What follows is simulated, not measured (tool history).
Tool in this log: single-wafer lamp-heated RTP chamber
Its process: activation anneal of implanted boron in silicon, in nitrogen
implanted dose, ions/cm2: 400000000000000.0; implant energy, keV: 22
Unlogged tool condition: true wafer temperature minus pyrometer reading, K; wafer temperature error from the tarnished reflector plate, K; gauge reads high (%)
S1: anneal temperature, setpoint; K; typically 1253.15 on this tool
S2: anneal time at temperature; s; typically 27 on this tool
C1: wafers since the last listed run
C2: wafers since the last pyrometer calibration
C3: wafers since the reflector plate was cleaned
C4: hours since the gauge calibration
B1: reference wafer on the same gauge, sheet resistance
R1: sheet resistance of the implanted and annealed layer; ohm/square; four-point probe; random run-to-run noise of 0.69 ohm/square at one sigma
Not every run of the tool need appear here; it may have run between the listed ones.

| run | day | S1 | S2 | C1 | C2 | C3 | C4 | B1 | R1 |
|---|---|---|---|---|---|---|---|---|---|
| 1 | 0.000 | 1253.15 | 27 | 0 | 3175 | 10290 | 1730.3 | 239.41 | 266.72 |
| 2 | 2.946 | 1253.15 | 27 | 554 | 3729 | 10845 | 1801.0 | 239.75 | 266.68 |
| 3 | 5.467 | 1253.15 | 27 | 474 | 4204 | 11319 | 1861.5 | 239.74 | 267.06 |
| 4 | 7.283 | 1253.15 | 27 | 341 | 4546 | 11661 | 1905.1 | 240.19 | 268.70 |
|  | 9.138 | pyrometer window cleaned and pyrometer calibrated |
|  | 9.208 | reflector plate cleaned |
| 5 | 11.242 | 1270.15 | 27 | 668 | 382 | 382 | 2000.1 | 240.49 | 258.95 |
| 6 | 12.742 | 1253.15 | 34 | 282 | 665 | 665 | 2036.1 | 240.67 | 264.86 |
|  | 13.575 | gauge calibrated |
| 7 | 15.154 | 1253.15 | 27 | 454 | 1119 | 1119 | 37.9 | 236.24 | 264.57 |
| 8 | 17.925 | 1253.15 | 27 | 521 | 1640 | 1640 | 104.4 | 236.20 | 263.97 |
| 9 | 20.112 | 1253.15 | 27 | 411 | 2052 | 2052 | 156.9 | 236.44 | 262.02 |
| 10 | 23.996 | 1253.15 | 27 | 730 | 2783 | 2783 | 250.1 | 236.08 | 264.72 |
| 11 | 28.467 | 1253.15 | 27 | 841 | 3624 | 3624 | 357.4 | 236.38 | 263.68 |
| 12 | 31.804 | 1253.15 | 27 | 628 | 4252 | 4252 | 437.5 | 236.71 | 263.93 |
| 13 | 33.458 | 1273.15 | 33 | 311 | 4564 | 4564 | 477.2 | 236.40 | 251.79 |
| 14 | 35.796 | 1253.15 | 27 | 439 | 5004 | 5004 | 533.3 | 236.68 | 262.46 |
|  | 39.638 | pyrometer window cleaned and pyrometer calibrated |
| 15 | 39.658 | 1265.15 | 34 | 664 | 3 | 5668 | 626.0 | 236.40 | 255.95 |
| 16 | 41.938 | 1253.15 | 27 | 428 | 432 | 6097 | 680.7 | 236.87 | 263.20 |
| 17 | 45.204 | 1239.15 | 22 | 614 | 1047 | 6712 | 759.1 | 236.80 | 282.81 |
| 18 | 48.717 | 1253.15 | 40 | 661 | 1708 | 7373 | 843.4 | 236.98 | 261.03 |
| 19 | 50.817 | 1242.15 | 14 | 395 | 2104 | 7768 | 893.8 | 237.19 | 285.62 |
| 20 | 55.133 | 1243.15 | 27 | 812 | 2916 | 8580 | 997.4 | 237.46 | 274.71 |
| 21 | 57.762 | 1253.15 | 18 | 494 | 3411 | 9075 | 1060.5 | 237.37 | 268.11 |
| 22 | 59.988 | 1253.15 | 27 | 418 | 3830 | 9494 | 1113.9 | 237.68 | 265.48 |
| 23 | 64.054 | 1280.15 | 15 | 765 | 4595 | 10259 | 1211.5 | 237.91 | 252.87 |
|  | 65.383 | pyrometer window cleaned and pyrometer calibrated |
| 24 | 66.825 | 1253.15 | 27 | 458 | 271 | 10718 | 1278.0 | 238.11 | 264.62 |
|  | 68.371 | reflector plate cleaned |
| 25 | 69.275 | 1253.15 | 27 | 398 | 669 | 170 | 1336.8 | 238.24 | 266.22 |
| 26 | 72.421 | 1253.15 | 15 | 592 | 1261 | 762 | 1412.3 | 238.14 | 269.62 |
| 27 | 75.092 | 1264.15 | 27 | 502 | 1764 | 1265 | 1476.4 | 238.60 | 259.53 |
| 28 | 78.408 | 1270.15 | 16 | 624 | 2388 | 1889 | 1556.0 | 238.79 | 258.06 |
| 29 | 82.662 | 1253.15 | 27 | 800 | 3189 | 2690 | 1658.1 | 239.24 | 265.83 |
| 30 | 85.262 | 1271.15 | 31 | 489 | 3678 | 3179 | 1720.5 | 239.79 | 256.32 |
| 31 | 89.462 | 1240.15 | 13 | 790 | 4469 | 3969 | 1821.3 | 239.76 | 292.45 |
| 32 | 92.117 | 1253.15 | 38 | 499 | 4968 | 4469 | 1885.0 | 240.14 | 265.02 |
|  | 93.783 | pyrometer window cleaned and pyrometer calibrated |
| 33 | 94.742 | 1236.15 | 27 | 431 | 179 | 4900 | 1948.0 | 240.36 | 290.01 |
| 34 | 96.958 | 1270.15 | 31 | 417 | 597 | 5318 | 2001.2 | 240.47 | 258.70 |
| 35 | 101.117 | 1253.15 | 27 | 782 | 1379 | 6100 | 2101.0 | 241.17 | 269.00 |
|  | 102.538 | gauge calibrated |
| 36 | 103.254 | 1263.15 | 13 | 402 | 1782 | 6502 | 17.2 | 235.46 | 260.62 |

For each run, the measured value with the value that run would have given without the tool's hidden condition subtracted. The run-to-run variation is shared by both, the gauge scatter possibly not:
| run | R1 |
|---|---|
| 1 | +3.74 |
| 2 | +4.04 |
| 3 | +4.32 |
| 4 | +4.55 |
| 5 | +4.81 |
| 6 | +5.10 |
| 7 | +0.28 |
| 8 | +0.29 |
| 9 | +0.31 |
| 10 | +0.35 |
| 11 | +0.44 |
| 12 | +0.52 |
| 13 | +0.53 |
| 14 | +0.63 |
| 15 | +0.74 |
| 16 | +0.85 |
| 17 | +1.05 |
| 18 | +1.14 |
| 19 | +1.36 |
| 20 | +1.56 |
| 21 | +1.68 |
| 22 | +1.81 |
| 23 | +1.99 |
| 24 | +2.29 |
| 25 | +2.48 |
| 26 | +2.77 |
| 27 | +2.89 |
| 28 | +3.16 |
| 29 | +3.66 |
| 30 | +3.77 |
| 31 | +4.77 |
| 32 | +4.61 |
| 33 | +5.37 |
| 34 | +5.02 |
| 35 | +5.72 |
| 36 | -0.55 |
